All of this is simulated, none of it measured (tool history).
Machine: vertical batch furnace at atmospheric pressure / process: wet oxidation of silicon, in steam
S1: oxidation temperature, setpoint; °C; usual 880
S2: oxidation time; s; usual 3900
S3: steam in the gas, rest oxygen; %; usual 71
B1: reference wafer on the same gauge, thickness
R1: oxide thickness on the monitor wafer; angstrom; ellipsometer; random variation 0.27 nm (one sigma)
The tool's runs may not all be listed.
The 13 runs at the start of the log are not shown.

run	hour	S1	S2	S3	B1	R1
14	245.2	862	5280	66	84.91	918.2
15	249.3	880	5460	60	84.78	1139.4
16	263.9	894	2640	77	84.93	927.7
17	271.8	869	2820	65	84.89	599.5
18	278.9	857	3240	77	84.85	645.1
19	285.9	863	4470	80	84.93	959.9
20	292.1	862	3900	76	84.90	799.5
21	306.0	880	3900	71	84.94	991.1
22	313.7	880	3900	71	84.85	988.5
23	321.0	880	3900	71	84.97	986.9
24	328.5	880	2640	71	84.85	710.7
25	342.3	880	3900	71	84.96	984.2
26	356.9	880	3060	80	84.93	889.2
27	366.9	880	3900	64	84.86	910.1
28	379.8	880	3900	71	84.87	983.9
29	391.9	896	4440	71	84.97	1381.0
30	401.5	880	2910	63	85.01	699.9
31	419.2	880	3900	71	84.94	986.4
32	429.2	895	3900	67	85.00	1161.3
33	446.5	861	5550	78	84.90	1092.0
34	458.7	880	3900	64	84.90	900.5
35	468.5	892	5370	59	84.99	1312.8
36	481.8	856	2010	63	84.92	374.1
37	510.8	880	3900	71	84.86	984.3

Branching from run 37: 5 alternative next runs. What would each branch give?
A	514.9	880	3900	71	?	?
B	514.9	861	2070	71	?	?
C	514.9	891	1950	60	?	?
D	514.9	871	3900	71	?	?
E	514.9	857	3900	71	?	?

run	B1	R1
A	84.82	987.7
B	84.82	447.8
C	84.82	565.5
D	84.82	865.7
E	84.82	702.1
Had the tool no hidden state, the same runs would have come out as:
run	R1
A	986.9
B	447.2
C	565.1
D	864.7
E	701.1

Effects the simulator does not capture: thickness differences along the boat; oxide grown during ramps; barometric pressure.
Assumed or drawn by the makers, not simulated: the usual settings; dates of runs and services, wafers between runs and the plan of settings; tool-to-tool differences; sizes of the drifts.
